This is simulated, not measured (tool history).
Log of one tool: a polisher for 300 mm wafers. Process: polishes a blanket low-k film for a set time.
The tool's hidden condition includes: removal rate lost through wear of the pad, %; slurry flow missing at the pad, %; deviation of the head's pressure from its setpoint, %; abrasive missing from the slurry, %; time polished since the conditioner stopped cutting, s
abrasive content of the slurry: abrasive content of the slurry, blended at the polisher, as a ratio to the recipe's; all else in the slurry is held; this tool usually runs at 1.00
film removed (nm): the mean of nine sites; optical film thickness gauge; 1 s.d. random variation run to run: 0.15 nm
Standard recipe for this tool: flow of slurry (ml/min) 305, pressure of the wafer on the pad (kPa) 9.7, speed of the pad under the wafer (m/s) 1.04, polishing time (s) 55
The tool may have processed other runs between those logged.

| run | hour | flow of slurry (ml/min) | pressure of the wafer on the pad (kPa) | speed of the pad under the wafer (m/s) | abrasive content of the slurry | polishing time (s) | wafers since the last listed run | wafers polished on this pad | hours since the slurry nozzle was cleaned | hours since the head pressure was calibrated | hours since the slurry blender was calibrated | hours since the conditioning disc was replaced | incoming thickness of the incoming film, nm | film removed (nm) |
|---|---|---|---|---|---|---|---|---|---|---|---|---|---|---|
| 1 | 0.0 | 305 | 7.6 | 1.04 | 1.00 | 55 | 0 | 883 | 407.9 | 708.6 | 103.5 | 473.2 | 640.6 | 14.3 |
|  | 10.9 | worn pad replaced by a new one |
| 2 | 29.8 | 305 | 9.7 | 1.04 | 1.00 | 55 | 251 | 183 | 437.7 | 738.4 | 133.3 | 503.0 | 648.4 | 17.2 |
|  | 32.6 | slurry blender recalibrated |
| 3 | 64.1 | 305 | 9.7 | 1.04 | 1.00 | 55 | 314 | 498 | 472.0 | 772.7 | 31.5 | 537.3 | 659.7 | 17.3 |
| 4 | 77.2 | 345 | 9.7 | 1.04 | 1.00 | 55 | 127 | 625 | 485.1 | 785.8 | 44.6 | 550.4 | 640.1 | 17.3 |
| 5 | 95.1 | 305 | 9.7 | 1.04 | 1.00 | 55 | 174 | 799 | 503.0 | 803.7 | 62.5 | 568.3 | 642.9 | 17.1 |
|  | 101.9 | worn pad replaced by a new one |
| 6 | 108.1 | 305 | 9.7 | 1.04 | 1.00 | 55 | 87 | 60 | 516.0 | 816.7 | 75.5 | 581.3 | 649.1 | 17.0 |
| 7 | 120.7 | 305 | 9.7 | 1.04 | 1.00 | 55 | 122 | 183 | 528.6 | 829.3 | 88.1 | 593.9 | 645.6 | 16.9 |
| 8 | 134.9 | 305 | 9.7 | 1.04 | 1.00 | 55 | 138 | 321 | 542.8 | 843.5 | 102.3 | 608.1 | 653.6 | 17.0 |
| 9 | 160.6 | 305 | 9.7 | 1.04 | 1.00 | 55 | 250 | 571 | 568.5 | 869.2 | 128.0 | 633.8 | 638.7 | 16.9 |
|  | 164.1 | slurry blender recalibrated |
|  | 164.6 | conditioning disc replaced and pad reconditioned |
| 10 | 174.1 | 305 | 9.7 | 1.04 | 1.00 | 55 | 106 | 678 | 582.0 | 882.7 | 10.0 | 9.5 | 645.9 | 16.9 |
|  | 189.2 | worn pad replaced by a new one |
| 11 | 191.1 | 305 | 9.7 | 1.04 | 1.00 | 55 | 126 | 18 | 599.0 | 899.7 | 27.0 | 26.5 | 652.7 | 17.0 |
|  | 216.4 | head pressure recalibrated |
| 12 | 218.5 | 305 | 9.7 | 1.04 | 1.00 | 55 | 247 | 265 | 626.4 | 2.1 | 54.4 | 53.9 | 662.4 | 19.1 |
|  | 280.1 | worn pad replaced by a new one |
| 13 | 280.6 | 365 | 9.7 | 0.86 | 1.15 | 71 | 565 | 4 | 688.5 | 64.2 | 116.5 | 116.0 | 642.3 | 21.8 |
|  | 302.1 | slurry nozzle cleaned |
| 14 | 310.7 | 305 | 9.7 | 1.04 | 1.00 | 55 | 283 | 287 | 8.6 | 94.3 | 146.6 | 146.1 | 660.5 | 18.5 |
|  | 320.3 | slurry blender recalibrated |
| 15 | 333.7 | 365 | 9.7 | 0.86 | 1.15 | 71 | 204 | 492 | 31.6 | 117.3 | 13.4 | 169.1 | 635.2 | 21.7 |
| 16 | 351.7 | 360 | 6.9 | 1.04 | 1.15 | 55 | 175 | 667 | 49.6 | 135.3 | 31.4 | 187.1 | 647.2 | 15.3 |
|  | 373.7 | worn pad replaced by a new one |
| 17 | 374.2 | 305 | 9.7 | 1.04 | 1.00 | 47 | 180 | 5 | 72.1 | 157.8 | 53.9 | 209.6 | 649.0 | 15.7 |
| 18 | 385.6 | 225 | 6.9 | 1.26 | 1.00 | 61 | 110 | 116 | 83.5 | 169.2 | 65.3 | 221.0 | 644.9 | 18.1 |
| 19 | 402.8 | 305 | 9.7 | 1.36 | 0.85 | 55 | 167 | 283 | 100.7 | 186.4 | 82.5 | 238.2 | 647.2 | 21.2 |
| 20 | 417.1 | 215 | 6.2 | 1.16 | 0.90 | 55 | 139 | 422 | 115.0 | 200.7 | 96.8 | 252.5 | 642.9 | 13.5 |
| 21 | 444.3 | 205 | 9.7 | 1.04 | 0.80 | 41 | 264 | 687 | 142.2 | 227.9 | 124.0 | 279.7 | 639.4 | 12.0 |

Each row is a separate what-if for the run after 21, all from the same tool condition, not one after another. Results?
| A | 444.7 | 305 | 9.7 | 1.04 | 1.00 | 55 | 3 | 691 | 142.6 | 228.3 | 124.4 | 280.1 | 643.9 | ? |
| B | 444.7 | 305 | 9.7 | 1.04 | 0.80 | 55 | 3 | 691 | 142.6 | 228.3 | 124.4 | 280.1 | 643.9 | ? |
| C | 444.7 | 305 | 11.7 | 1.04 | 1.00 | 55 | 3 | 691 | 142.6 | 228.3 | 124.4 | 280.1 | 643.9 | ? |
| D | 444.7 | 350 | 9.7 | 1.18 | 1.20 | 55 | 3 | 691 | 142.6 | 228.3 | 124.4 | 280.1 | 643.9 | ? |
| E | 444.7 | 305 | 9.7 | 0.84 | 1.15 | 55 | 3 | 691 | 142.6 | 228.3 | 124.4 | 280.1 | 643.9 | ? |

| run | film removed (nm) |
|---|---|
| A | 18.0 |
| B | 16.7 |
| C | 20.9 |
| D | 21.4 |
| E | 15.9 |
Without the tool's unlogged condition, the same runs would have read:
| run | film removed (nm) |
|---|---|
| A | 18.7 |
| B | 17.3 |
| C | 21.6 |
| D | 22.2 |
| E | 16.5 |
